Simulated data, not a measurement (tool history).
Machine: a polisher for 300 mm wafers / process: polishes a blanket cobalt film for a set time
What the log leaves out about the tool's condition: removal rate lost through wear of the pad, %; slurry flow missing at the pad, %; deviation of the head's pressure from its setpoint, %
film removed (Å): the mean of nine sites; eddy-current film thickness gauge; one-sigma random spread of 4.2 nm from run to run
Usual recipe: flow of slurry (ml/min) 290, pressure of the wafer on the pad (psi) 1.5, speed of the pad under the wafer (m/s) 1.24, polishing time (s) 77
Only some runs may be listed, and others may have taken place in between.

run   hour  flow of slurry (ml/min)  pressure of the wafer on the pad (psi)  speed of the pad under the wafer (m/s)  polishing time (s)  wafers since the last listed run  wafers polished on this pad  hours since the slurry nozzle was cleaned  hours since the head pressure was calibrated  incoming thickness of the incoming film, nm  film removed (Å)
  1    0.0                      225                                     1.5                                    1.24                  77                                 0                          464                                      180.5                                         720.5                                       1016.8              2777
       4.6  -- worn pad replaced by a new one
  2   32.5                      225                                     1.5                                    1.24                  77                               227                          222                                      213.0                                         753.0                                        993.6              2885
      70.3  -- worn pad replaced by a new one
  3   85.7                      290                                     1.7                                    1.24                  77                               393                          122                                      266.2                                         806.2                                       1026.7              3442
  4   99.3                      290                                     1.7                                    1.24                  77                               108                          231                                      279.8                                         819.8                                       1029.8              3380
     126.7  -- worn pad replaced by a new one
     133.1  -- head pressure recalibrated
  5  140.9                      290                                     1.7                                    1.24                  77                               284                           97                                      321.4                                           7.8                                       1011.3              3610
  6  155.8                      290                                     1.5                                    1.24                  77                               119                          216                                      336.3                                          22.7                                       1028.3              2971
  7  169.3                      290                                     1.5                                    1.24                  77                               107                          324                                      349.8                                          36.2                                        996.7              2956
  8  182.6                      290                                     1.5                                    1.24                  62                               106                          430                                      363.1                                          49.5                                       1016.4              2361
     185.3  -- slurry nozzle cleaned
     188.8  -- worn pad replaced by a new one
  9  196.2                      290                                     1.5                                    1.24                  77                                73                           59                                       10.9                                          63.1                                       1008.9              3019
 10  213.6                      245                                     1.2                                    1.46                  77                               139                          198                                       28.3                                          80.5                                       1020.0              2776
 11  220.4                      290                                     1.3                                    1.24                  77                                54                          253                                       35.1                                          87.3                                        998.6              2506
 12  226.8                      220                                     1.9                                    0.90                  62                                51                          304                                       41.5                                          93.7                                       1001.5              2126
 13  238.3                      370                                     1.6                                    1.24                 104                                91                          396                                       53.0                                         105.2                                       1024.3              4310
 14  245.1                      260                                     1.1                                    1.24                  77                                54                          450                                       59.8                                         112.0                                       1011.2              2102

Each row is a separate what-if for the run after 14, all from the same tool condition, not one after another. Results?
  A  245.5                      340                                     1.5                                    1.24                  77                                 3                          453                                       60.2                                         112.4                                       1018.3                 ?
  B  245.5                      330                                     1.5                                    0.82                 103                                 3                          453                                       60.2                                         112.4                                       1018.3                 ?
  C  245.5                      195                                     1.3                                    1.66                  85                                 3                          453                                       60.2                                         112.4                                       1018.3                 ?
  D  245.5                      355                                     1.5                                    1.24                  77                                 3                          453                                       60.2                                         112.4                                       1018.3                 ?
  E  245.5                      380                                     2.0                                    1.24                  77                                 3                          453                                       60.2                                         112.4                                       1018.3                 ?

run  film removed (Å)
  A              2881
  B              2542
  C              3453
  D              2891
  E              3875
With no hidden state in the tool, these same runs would have given:
run  film removed (Å)
  A              3177
  B              2803
  C              3808
  D              3189
  E              4274
